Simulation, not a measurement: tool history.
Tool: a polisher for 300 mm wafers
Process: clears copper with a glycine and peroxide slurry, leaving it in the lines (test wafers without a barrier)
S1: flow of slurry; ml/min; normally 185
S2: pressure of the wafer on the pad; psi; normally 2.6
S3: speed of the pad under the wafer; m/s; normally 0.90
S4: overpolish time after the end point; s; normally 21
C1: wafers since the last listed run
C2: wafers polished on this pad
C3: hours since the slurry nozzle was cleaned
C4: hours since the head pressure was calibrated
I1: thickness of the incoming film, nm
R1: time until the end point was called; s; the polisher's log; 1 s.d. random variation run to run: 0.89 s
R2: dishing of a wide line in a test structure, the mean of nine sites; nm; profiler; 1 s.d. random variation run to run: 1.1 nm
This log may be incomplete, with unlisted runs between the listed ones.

| run | hour | S1 | S2 | S3 | S4 | C1 | C2 | C3 | C4 | I1 | R1 | R2 |
|---|---|---|---|---|---|---|---|---|---|---|---|---|
| 1 | 0.0 | 185 | 2.3 | 0.70 | 21 | 0 | 531 | 90.0 | 1009.2 | 359.0 | 127.7 | 44.0 |
| 2 | 12.2 | 185 | 2.3 | 0.70 | 21 | 134 | 666 | 102.2 | 1021.4 | 358.2 | 127.6 | 44.0 |
| 3 | 27.0 | 185 | 2.3 | 0.70 | 21 | 163 | 830 | 117.0 | 1036.2 | 352.4 | 133.8 | 42.4 |
| 4 | 41.2 | 185 | 2.1 | 0.90 | 21 | 156 | 986 | 131.2 | 1050.4 | 346.7 | 118.0 | 47.5 |
|  | 51.1 | worn pad replaced by a new one |
| 5 | 55.2 | 185 | 2.1 | 0.90 | 21 | 110 | 45 | 145.2 | 1064.4 | 357.8 | 107.6 | 49.4 |
| 6 | 78.2 | 185 | 2.1 | 0.90 | 21 | 254 | 299 | 168.2 | 1087.4 | 348.8 | 107.6 | 50.4 |
| 7 | 122.7 | 185 | 2.6 | 0.90 | 28 | 491 | 790 | 212.7 | 1131.9 | 356.6 | 108.4 | 64.4 |
| 8 | 136.0 | 185 | 2.6 | 0.90 | 28 | 146 | 937 | 226.0 | 1145.2 | 352.8 | 108.3 | 62.6 |
|  | 138.2 | slurry nozzle cleaned |
|  | 154.8 | worn pad replaced by a new one |
| 9 | 167.3 | 185 | 2.6 | 0.90 | 21 | 290 | 137 | 29.1 | 1176.5 | 348.4 | 91.7 | 56.6 |
| 10 | 185.3 | 160 | 2.6 | 0.90 | 16 | 198 | 336 | 47.1 | 1194.5 | 357.8 | 96.6 | 44.3 |
| 11 | 211.0 | 185 | 2.6 | 0.90 | 28 | 283 | 620 | 72.8 | 1220.2 | 357.9 | 97.7 | 70.5 |
| 12 | 224.6 | 185 | 2.3 | 0.70 | 21 | 150 | 770 | 86.4 | 1233.8 | 351.0 | 127.3 | 44.0 |
|  | 258.3 | worn pad replaced by a new one |
| 13 | 258.8 | 185 | 2.6 | 0.90 | 27 | 333 | 5 | 120.6 | 1268.0 | 356.8 | 96.5 | 68.7 |
| 14 | 277.6 | 140 | 2.6 | 0.90 | 21 | 207 | 213 | 139.4 | 1286.8 | 354.8 | 101.9 | 53.1 |
| 15 | 290.6 | 185 | 2.1 | 0.90 | 21 | 143 | 356 | 152.4 | 1299.8 | 358.9 | 111.8 | 48.8 |
|  | 295.0 | head pressure recalibrated |
| 16 | 324.7 | 235 | 2.6 | 0.90 | 21 | 354 | 711 | 186.5 | 29.7 | 352.5 | 98.2 | 52.0 |
| 17 | 355.3 | 140 | 2.8 | 1.06 | 21 | 337 | 1049 | 217.1 | 60.3 | 355.9 | 101.0 | 53.8 |
|  | 364.3 | worn pad replaced by a new one |
| 18 | 386.6 | 185 | 3.3 | 0.90 | 21 | 301 | 246 | 248.4 | 91.6 | 362.3 | 87.2 | 62.2 |

Below are 5 alternative next runs, each starting from the tool's condition after run 18. Predict each:
| A | 387.0 | 215 | 2.6 | 0.90 | 21 | 4 | 250 | 248.8 | 92.0 | 354.6 | ? | ? |
| B | 387.0 | 185 | 1.7 | 0.90 | 33 | 4 | 250 | 248.8 | 92.0 | 354.6 | ? | ? |
| C | 387.0 | 185 | 1.8 | 0.90 | 33 | 4 | 250 | 248.8 | 92.0 | 354.6 | ? | ? |
| D | 387.0 | 185 | 2.6 | 0.64 | 21 | 4 | 250 | 248.8 | 92.0 | 354.6 | ? | ? |
| E | 387.0 | 185 | 1.8 | 0.90 | 27 | 4 | 250 | 248.8 | 92.0 | 354.6 | ? | ? |

| run | R1 | R2 |
|---|---|---|
| A | 95.9 | 54.1 |
| B | 123.3 | 61.7 |
| C | 120.0 | 63.1 |
| D | 128.4 | 43.3 |
| E | 120.0 | 54.5 |
Stripped of hidden state, with their random variation kept, the same runs would have yielded:
| run | R1 | R2 |
|---|---|---|
| A | 88.1 | 57.7 |
| B | 112.0 | 65.9 |
| C | 109.0 | 67.3 |
| D | 116.7 | 46.8 |
| E | 109.0 | 58.5 |

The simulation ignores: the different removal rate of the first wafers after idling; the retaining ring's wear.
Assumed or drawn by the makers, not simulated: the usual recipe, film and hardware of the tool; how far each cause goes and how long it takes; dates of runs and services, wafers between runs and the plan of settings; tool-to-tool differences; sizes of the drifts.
